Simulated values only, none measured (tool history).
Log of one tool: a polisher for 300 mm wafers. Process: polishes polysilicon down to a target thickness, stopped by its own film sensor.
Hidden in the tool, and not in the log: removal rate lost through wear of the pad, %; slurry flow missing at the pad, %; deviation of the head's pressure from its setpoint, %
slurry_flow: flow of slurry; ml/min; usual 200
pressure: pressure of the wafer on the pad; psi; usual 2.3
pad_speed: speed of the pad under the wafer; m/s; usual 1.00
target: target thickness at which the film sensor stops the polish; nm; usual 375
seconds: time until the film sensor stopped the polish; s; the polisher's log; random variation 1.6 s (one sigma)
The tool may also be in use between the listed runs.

| run | hour | slurry_flow | pressure | pad_speed | target | wafers since the last listed run | wafers polished on this pad | hours since the slurry nozzle was cleaned | hours since the head pressure was calibrated | incoming thickness of the incoming film, nm | seconds |
|---|---|---|---|---|---|---|---|---|---|---|---|
| 1 | 0.0 | 200 | 2.0 | 1.00 | 286 | 0 | 1501 | 35.9 | 312.8 | 921.2 | 99.0 |
| 2 | 20.9 | 180 | 2.3 | 1.00 | 375 | 169 | 1671 | 56.8 | 333.7 | 929.8 | 80.7 |
|  | 27.4 | worn pad replaced by a new one |
| 3 | 40.1 | 200 | 2.3 | 1.00 | 375 | 123 | 102 | 76.0 | 352.9 | 933.1 | 81.8 |
| 4 | 62.7 | 200 | 2.3 | 1.00 | 375 | 183 | 286 | 98.6 | 375.5 | 923.6 | 80.7 |
| 5 | 126.4 | 200 | 2.3 | 1.00 | 375 | 517 | 804 | 162.3 | 439.2 | 936.4 | 80.8 |
| 6 | 154.1 | 200 | 2.3 | 1.00 | 375 | 225 | 1029 | 190.0 | 466.9 | 915.2 | 78.8 |
| 7 | 168.3 | 200 | 2.9 | 1.20 | 375 | 115 | 1144 | 204.2 | 481.1 | 943.0 | 58.0 |
|  | 215.1 | slurry nozzle cleaned |
| 8 | 248.6 | 200 | 2.9 | 1.20 | 375 | 644 | 1788 | 33.5 | 561.4 | 931.2 | 56.3 |
| 9 | 268.6 | 200 | 1.8 | 1.00 | 375 | 162 | 1951 | 53.5 | 581.4 | 937.0 | 98.8 |
|  | 272.9 | worn pad replaced by a new one |
| 10 | 285.8 | 200 | 1.8 | 1.00 | 375 | 107 | 104 | 70.7 | 598.6 | 934.3 | 94.8 |
| 11 | 303.2 | 200 | 2.0 | 1.00 | 375 | 141 | 246 | 88.1 | 616.0 | 922.6 | 85.4 |
| 12 | 317.6 | 215 | 2.3 | 1.00 | 375 | 116 | 363 | 102.5 | 630.4 | 928.4 | 79.1 |
| 13 | 334.0 | 200 | 2.3 | 1.00 | 375 | 133 | 496 | 118.9 | 646.8 | 930.5 | 80.9 |
| 14 | 405.4 | 200 | 2.5 | 1.00 | 375 | 580 | 1076 | 190.3 | 718.2 | 948.1 | 78.7 |
| 15 | 417.9 | 200 | 2.3 | 1.00 | 309 | 101 | 1178 | 202.8 | 730.7 | 935.7 | 89.4 |
|  | 427.6 | slurry nozzle cleaned |
| 16 | 433.1 | 200 | 2.1 | 1.00 | 375 | 115 | 1293 | 5.5 | 745.9 | 924.9 | 85.4 |
| 17 | 468.8 | 200 | 2.3 | 1.00 | 375 | 290 | 1583 | 41.2 | 781.6 | 924.5 | 78.0 |
| 18 | 496.2 | 150 | 2.3 | 1.00 | 375 | 222 | 1805 | 68.6 | 809.0 | 919.3 | 76.5 |
|  | 502.1 | worn pad replaced by a new one |
| 19 | 518.0 | 225 | 3.1 | 0.70 | 315 | 144 | 129 | 90.4 | 830.8 | 932.0 | 94.6 |
|  | 524.4 | head pressure recalibrated |
| 20 | 533.6 | 175 | 1.7 | 0.88 | 279 | 110 | 240 | 106.0 | 9.2 | 933.3 | 140.2 |
| 21 | 566.3 | 200 | 2.3 | 1.00 | 375 | 265 | 505 | 138.7 | 41.9 | 939.1 | 84.9 |
| 22 | 641.8 | 265 | 3.0 | 1.20 | 521 | 613 | 1119 | 214.2 | 117.4 | 941.5 | 42.4 |
|  | 668.8 | slurry nozzle cleaned |
| 23 | 669.3 | 200 | 2.3 | 1.00 | 375 | 215 | 1334 | 0.5 | 144.9 | 921.8 | 80.7 |
| 24 | 692.4 | 200 | 2.0 | 0.72 | 223 | 187 | 1521 | 23.6 | 168.0 | 923.4 | 146.8 |

Run 25 comes next. What will it give?
|  | 698.7 | worn pad replaced by a new one |
| 25 | 723.1 | 200 | 3.0 | 1.00 | 375 | 216 | 198 | 54.3 | 198.7 | 930.9 | ? |

Run 25 gave seconds 65.8 s.
Without the tool's hidden state the same run would have given seconds 68.8 s.
